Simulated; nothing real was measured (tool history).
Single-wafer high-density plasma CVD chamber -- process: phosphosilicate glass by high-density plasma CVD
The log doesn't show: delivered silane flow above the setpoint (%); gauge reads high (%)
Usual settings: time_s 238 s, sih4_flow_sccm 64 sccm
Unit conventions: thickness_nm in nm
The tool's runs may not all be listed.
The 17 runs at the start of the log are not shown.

run	day	time_s	sih4_flow_sccm	wafers since the last listed run	hours since the silane flow controller was replaced	hours since the gauge calibration	read-back reference wafer on the same gauge, thickness_nm	thickness_nm
18	8.017	214	64	122	22.1	165.1	1839.541	1409.363
19	9.046	214	64	187	46.8	189.8	1839.438	1412.94
20	9.688	214	64	117	62.2	205.2	1839.945	1409.437
21	11.6	217	76	349	108.1	251.1	1840.19	1644.214
22	12.067	238	64	85	119.3	262.3	1840.033	1560.775
23	12.55	238	64	88	130.9	273.9	1839.757	1559.26
24	12.817	277	73	48	137.3	280.3	1839.818	2029.265
25	13.892	213	72	196	163.1	306.1	1840.226	1537.156
26	14.629	272	57	134	180.8	323.8	1839.911	1619.44
27	14.979	270	71	63	189.2	332.2	1839.923	1924.39
# day 15.088: gauge calibrated
28	15.712	190	57	133	206.8	15	1840.611	1134.184
29	16.338	285	76	114	221.8	30	1839.231	2154.649
30	16.683	279	68	63	230.1	38.3	1839.79	1918.685
31	17.329	238	64	117	245.6	53.8	1839.697	1551.9
32	17.779	238	64	82	256.4	64.6	1839.187	1553.765
33	18.442	277	53	120	272.3	80.5	1839.694	1558.95
34	18.742	219	64	54	279.5	87.7	1840.009	1434.108
35	19.325	238	64	106	293.5	101.7	1840.192	1551.872
36	19.8	260	55	86	304.9	113.1	1839.724	1506.591
37	20.346	272	64	99	318	126.2	1840.041	1769.521
38	20.867	238	76	95	330.5	138.7	1840.528	1785.829
39	21.367	210	64	91	342.5	150.7	1840.937	1368.366
40	21.7	238	74	60	350.5	158.7	1840.551	1746.807

5 options for the next run, each taken on its own from the tool as it stands now. Forecast them:
A	21.721	238	68	3	351	159.2	?	?
B	21.721	264	64	3	351	159.2	?	?
C	21.721	252	59	3	351	159.2	?	?
D	21.721	281	64	3	351	159.2	?	?
E	21.721	213	75	3	351	159.2	?	?

run	read-back reference wafer on the same gauge, thickness_nm	thickness_nm
A	1839.714	1629.677
B	1839.714	1720.944
C	1839.714	1539.193
D	1839.714	1831.762
E	1839.714	1580.998
With no hidden state in the tool, these same runs would have given:
run	thickness_nm
A	1647.51
B	1739.776
C	1556.036
D	1851.807
E	1598.299
